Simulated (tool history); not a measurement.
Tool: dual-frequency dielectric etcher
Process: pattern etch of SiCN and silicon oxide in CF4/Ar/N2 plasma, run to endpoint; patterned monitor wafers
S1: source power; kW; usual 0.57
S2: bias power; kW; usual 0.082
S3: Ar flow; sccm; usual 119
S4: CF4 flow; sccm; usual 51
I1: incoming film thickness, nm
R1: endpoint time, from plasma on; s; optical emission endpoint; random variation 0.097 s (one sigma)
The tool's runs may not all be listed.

Run 1, hour 0: usual settings; I1 18. Result: R1 17 s.
At hour 6.7: Ar flow controller replaced.
Run 2, hour 88.3: usual settings but S1 0.49 kW, S2 0.087 kW, S3 97 sccm; I1 17.97. Result: R1 18.3 s.
Run 3, hour 141.3: usual settings but S4 56 sccm; I1 17.95. Result: R1 16.8 s.
Run 4, hour 177.9: usual settings but S1 0.7 kW; I1 17.91. Result: R1 14.2 s.
Run 5, hour 284.3: usual settings but S4 39 sccm; I1 17.98. Result: R1 17.6 s.
Run 6, hour 346.4: usual settings but S1 0.44 kW, S2 0.09 kW; I1 17.95. Result: R1 20.2 s.
At hour 393.6: wet clean of the chamber.
Run 7, hour 428.5: usual settings but S3 100 sccm; I1 17.95. Result: R1 16.6 s.
At hour 467: source power generator calibrated.
Run 8, hour 482.6: usual settings; I1 17.95. Result: R1 16.7 s.
Run 9, hour 541.1: usual settings but S2 0.088 kW, S3 111 sccm, S4 47 sccm; I1 17.86. Result: R1 16.6 s.
Run 10, hour 640.2: usual settings but S1 0.68 kW, S2 0.093 kW, S3 103 sccm, S4 40 sccm; I1 18.33. Result: R1 14.5 s.
At hour 692.3: upper electrode replaced.
Run 11, hour 722.6: usual settings; I1 18.02. Result: R1 17 s.
Run 12, hour 790.4: usual settings but S1 0.7 kW, S2 0.087 kW, S3 103 sccm, S4 62 sccm; I1 18.25. Result: R1 13.6 s.
Run 13, hour 831.6: usual settings but S1 0.49 kW, S2 0.065 kW; I1 18.16. Result: R1 20.8 s.
At hour 1032.3: wet clean of the chamber.
Run 14, hour 1032.8: usual settings but S1 0.51 kW, S3 145 sccm, S4 55 sccm; I1 17.95. Result: R1 18.6 s.
Run 15, hour 1083.8: usual settings but S2 0.063 kW, S4 59 sccm; I1 18.02. Result: R1 17.9 s.
Run 16, hour 1169.2: usual settings but S1 0.45 kW; I1 17.93. Result: R1 20.2 s.
Run 17, hour 1221.7: usual settings but S2 0.095 kW, S3 96 sccm; I1 17.98. Result: R1 15.6 s.
Run 18, hour 1267: usual settings but S1 0.68 kW, S2 0.088 kW; I1 18.01. Result: R1 14.2 s.
Run 19, hour 1352: usual settings but S1 0.49 kW, S2 0.087 kW, S3 97 sccm; I1 17.98. Result: R1 18.3 s.
Run 20, hour 1446.8: usual settings but S1 0.48 kW; I1 17.96. Result: R1 19.4 s.
Run 21, hour 1545.1: usual settings; I1 18.07. Result: R1 16.8 s.
At hour 1626: wet clean of the chamber.
Run 22, hour 1626.5: usual settings but S1 0.7 kW; I1 18.17. Result: R1 14.3 s.
Run 23, hour 1695.1: usual settings; I1 17.97. Result: R1 16.9 s.

What the log doesn't show, run by run:
etch rate over this chamber's usual, %: 0 in every run
source power that arrives over what is set, %: 0 in every run
bias power that arrives over what is set, %: 0 in every run
Ar flow that arrives over what is set, %: 0 in every run
CF4 flow that arrives over what is set, %: 0 in every run

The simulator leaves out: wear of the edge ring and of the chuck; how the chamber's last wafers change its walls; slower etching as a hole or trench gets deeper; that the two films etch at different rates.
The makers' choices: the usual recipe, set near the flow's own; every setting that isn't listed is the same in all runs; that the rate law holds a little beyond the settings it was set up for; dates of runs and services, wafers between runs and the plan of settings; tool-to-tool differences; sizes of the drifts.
